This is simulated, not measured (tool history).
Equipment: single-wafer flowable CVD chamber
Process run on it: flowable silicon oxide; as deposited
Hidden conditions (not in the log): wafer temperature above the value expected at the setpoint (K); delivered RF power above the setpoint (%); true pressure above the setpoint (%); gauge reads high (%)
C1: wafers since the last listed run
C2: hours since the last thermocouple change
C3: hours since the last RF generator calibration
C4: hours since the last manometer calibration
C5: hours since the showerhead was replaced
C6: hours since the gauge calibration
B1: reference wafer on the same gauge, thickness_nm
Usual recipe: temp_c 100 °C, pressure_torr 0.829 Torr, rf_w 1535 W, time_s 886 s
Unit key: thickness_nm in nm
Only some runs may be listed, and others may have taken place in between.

Run 1, hour 0.0: usual settings but time_s 844 s; C1 0; C2 1634.8; C3 759.9; C4 251.4; C5 241.3; C6 1937.2; B1 570.556. Result: thickness_nm 499.630 nm.
Run 2, hour 97.3: usual settings; C1 270; C2 1732.1; C3 857.2; C4 348.7; C5 338.6; C6 2034.5; B1 572.534. Result: thickness_nm 519.115 nm.
Run 3, hour 176.3: usual settings; C1 219; C2 1811.1; C3 936.2; C4 427.7; C5 417.6; C6 2113.5; B1 570.916. Result: thickness_nm 519.359 nm.
Run 4, hour 255.1: usual settings; C1 219; C2 1889.9; C3 1015.0; C4 506.5; C5 496.4; C6 2192.3; B1 571.654. Result: thickness_nm 520.528 nm.
Run 5, hour 317.7: usual settings; C1 174; C2 1952.5; C3 1077.6; C4 569.1; C5 559.0; C6 2254.9; B1 573.101. Result: thickness_nm 524.050 nm.
Run 6, hour 399.9: usual settings; C1 228; C2 2034.7; C3 1159.8; C4 651.3; C5 641.2; C6 2337.1; B1 570.851. Result: thickness_nm 518.797 nm.
Run 7, hour 445.8: usual settings; C1 127; C2 2080.6; C3 1205.7; C4 697.2; C5 687.1; C6 2383.0; B1 571.833. Result: thickness_nm 515.517 nm.
At hour 593.0: thermocouple changed; heater temperature recalibrated.
Run 8, hour 596.8: usual settings but temp_c 115 °C, pressure_torr 0.906 Torr, rf_w 1290 W, time_s 795 s; C1 397; C2 3.8; C3 1356.7; C4 848.2; C5 838.1; C6 2534.0; B1 571.010. Result: thickness_nm 315.065 nm.
At hour 617.8: RF generator calibrated.
Run 9, hour 636.3: usual settings but temp_c 112 °C; C1 87; C2 43.3; C3 18.5; C4 887.7; C5 877.6; C6 2573.5; B1 570.652. Result: thickness_nm 362.865 nm.
Run 10, hour 685.6: usual settings but temp_c 104 °C, time_s 789 s; C1 137; C2 92.6; C3 67.8; C4 937.0; C5 926.9; C6 2622.8; B1 571.618. Result: thickness_nm 409.717 nm.
Run 11, hour 729.5: usual settings but temp_c 86 °C, time_s 751 s; C1 122; C2 136.5; C3 111.7; C4 980.9; C5 970.8; C6 2666.7; B1 572.232. Result: thickness_nm 650.156 nm.
Run 12, hour 819.2: usual settings but rf_w 1690 W, time_s 1028 s; C1 249; C2 226.2; C3 201.4; C4 1070.6; C5 1060.5; C6 2756.4; B1 571.396. Result: thickness_nm 607.361 nm.
Run 13, hour 925.6: usual settings but temp_c 110 °C, rf_w 1835 W, time_s 794 s; C1 295; C2 332.6; C3 307.8; C4 1177.0; C5 1166.9; C6 2862.8; B1 569.756. Result: thickness_nm 352.758 nm.
Run 14, hour 1019.0: usual settings but temp_c 92 °C, rf_w 1320 W; C1 259; C2 426.0; C3 401.2; C4 1270.4; C5 1260.3; C6 2956.2; B1 570.295. Result: thickness_nm 619.119 nm.
Run 15, hour 1119.5: usual settings but temp_c 105 °C; C1 279; C2 526.5; C3 501.7; C4 1370.9; C5 1360.8; C6 3056.7; B1 572.718. Result: thickness_nm 442.545 nm.
Run 16, hour 1217.7: usual settings but pressure_torr 0.645 Torr, rf_w 1635 W; C1 273; C2 624.7; C3 599.9; C4 1469.1; C5 1459.0; C6 3154.9; B1 569.902. Result: thickness_nm 394.732 nm.
Run 17, hour 1267.3: usual settings; C1 137; C2 674.3; C3 649.5; C4 1518.7; C5 1508.6; C6 3204.5; B1 571.395. Result: thickness_nm 502.914 nm.
Run 18, hour 1313.1: usual settings; C1 127; C2 720.1; C3 695.3; C4 1564.5; C5 1554.4; C6 3250.3; B1 570.046. Result: thickness_nm 502.764 nm.
Run 19, hour 1388.3: usual settings but temp_c 90 °C; C1 209; C2 795.3; C3 770.5; C4 1639.7; C5 1629.6; C6 3325.5; B1 571.232. Result: thickness_nm 671.502 nm.
At hour 1410.6: capacitance manometer re-zeroed and calibrated.
Run 20, hour 1459.0: usual settings but temp_c 107 °C, pressure_torr 0.968 Torr, time_s 799 s; C1 174; C2 866.0; C3 841.2; C4 48.4; C5 1700.3; C6 3396.2; B1 571.455. Result: thickness_nm 442.032 nm.
At hour 1466.1: gauge calibrated.
Run 21, hour 1557.0: usual settings but time_s 772 s; C1 272; C2 964.0; C3 939.2; C4 146.4; C5 1798.3; C6 90.9; B1 570.128. Result: thickness_nm 452.608 nm.
Run 22, hour 1622.2: usual settings but pressure_torr 0.985 Torr, rf_w 1625 W; C1 181; C2 1029.2; C3 1004.4; C4 211.6; C5 1863.5; C6 156.1; B1 570.816. Result: thickness_nm 629.496 nm.
Run 23, hour 1882.7: usual settings but temp_c 105 °C, pressure_torr 0.966 Torr, rf_w 1775 W; C1 724; C2 1289.7; C3 1264.9; C4 472.1; C5 2124.0; C6 416.6; B1 570.796. Result: thickness_nm 531.609 nm.
Run 24, hour 1928.9: usual settings; C1 128; C2 1335.9; C3 1311.1; C4 518.3; C5 2170.2; C6 462.8; B1 569.315. Result: thickness_nm 519.736 nm.
At hour 1963.0: RF generator calibrated.
Run 25, hour 2101.8: usual settings but temp_c 114 °C, time_s 827 s; C1 458; C2 1508.8; C3 138.8; C4 691.2; C5 2343.1; C6 635.7; B1 571.885. Result: thickness_nm 320.121 nm.
Run 26, hour 2168.3: usual settings but temp_c 90 °C; C1 184; C2 1575.3; C3 205.3; C4 757.7; C5 2409.6; C6 702.2; B1 570.829. Result: thickness_nm 685.544 nm.
Run 27, hour 2249.9: usual settings; C1 226; C2 1656.9; C3 286.9; C4 839.3; C5 2491.2; C6 783.8; B1 571.103. Result: thickness_nm 515.200 nm.
Run 28, hour 2310.3: usual settings but temp_c 86 °C, pressure_torr 0.770 Torr, rf_w 1710 W, time_s 983 s; C1 168; C2 1717.3; C3 347.3; C4 899.7; C5 2551.6; C6 844.2; B1 570.023. Result: thickness_nm 802.448 nm.

Run by run, hidden condition taken away, random variation retained:
run  thickness_nm
  1       498.155
  2       518.003
  3       518.689
  4       520.390
  5       524.402
  6       519.873
  7       517.033
  8       316.931
  9       365.472
 10       413.182
 11       656.430
 12       614.810
 13       358.290
 14       630.861
 15       452.637
 16       406.040
 17       517.515
 18       518.403
 19       694.780
 20       441.994
 21       452.688
 22       629.796
 23       533.123
 24       521.624
 25       322.225
 26       690.982
 27       520.238
 28       811.764
